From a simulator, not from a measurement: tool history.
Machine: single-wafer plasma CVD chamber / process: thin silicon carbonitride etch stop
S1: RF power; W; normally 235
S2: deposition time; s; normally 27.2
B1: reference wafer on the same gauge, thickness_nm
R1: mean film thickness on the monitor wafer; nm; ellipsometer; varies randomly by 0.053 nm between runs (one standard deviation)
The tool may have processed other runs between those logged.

Run 1, hour 0: usual settings; B1 16.4. Result: R1 15.678 nm.
Run 2, hour 16: usual settings; B1 16.406. Result: R1 15.779 nm.
Run 3, hour 71.3: usual settings but S1 210 W; B1 16.392. Result: R1 15.505 nm.
Run 4, hour 102.7: usual settings but S1 210 W; B1 16.404. Result: R1 15.445 nm.
At hour 134.6: RF generator calibrated.
Run 5, hour 136: usual settings but S2 31.4 s; B1 16.394. Result: R1 18.026 nm.
Run 6, hour 153.6: usual settings but S1 200 W, S2 28.9 s; B1 16.402. Result: R1 16.179 nm.
At hour 166.7: gauge calibrated.
At hour 176: showerhead replaced.
Run 7, hour 176.5: usual settings; B1 16.388. Result: R1 15.743 nm.
Run 8, hour 194.3: usual settings; B1 16.407. Result: R1 15.713 nm.
Run 9, hour 215.2: usual settings; B1 16.404. Result: R1 15.767 nm.
At hour 223.4: thermocouple changed; heater temperature recalibrated.
Run 10, hour 246: usual settings; B1 16.383. Result: R1 15.679 nm.
Run 11, hour 268.1: usual settings; B1 16.392. Result: R1 15.714 nm.
Run 12, hour 293.3: usual settings but S1 210 W, S2 22.4 s; B1 16.399. Result: R1 12.67 nm.

Forecast run 13:
Run 13, hour 311.4: usual settings but S1 275 W; B1 ?. Result: R1 ?.

B1: 16.383
R1: 16.143 nm
If the tool had no hidden condition, the same run with the same run-to-run variation would have returned R1 16.143 nm.
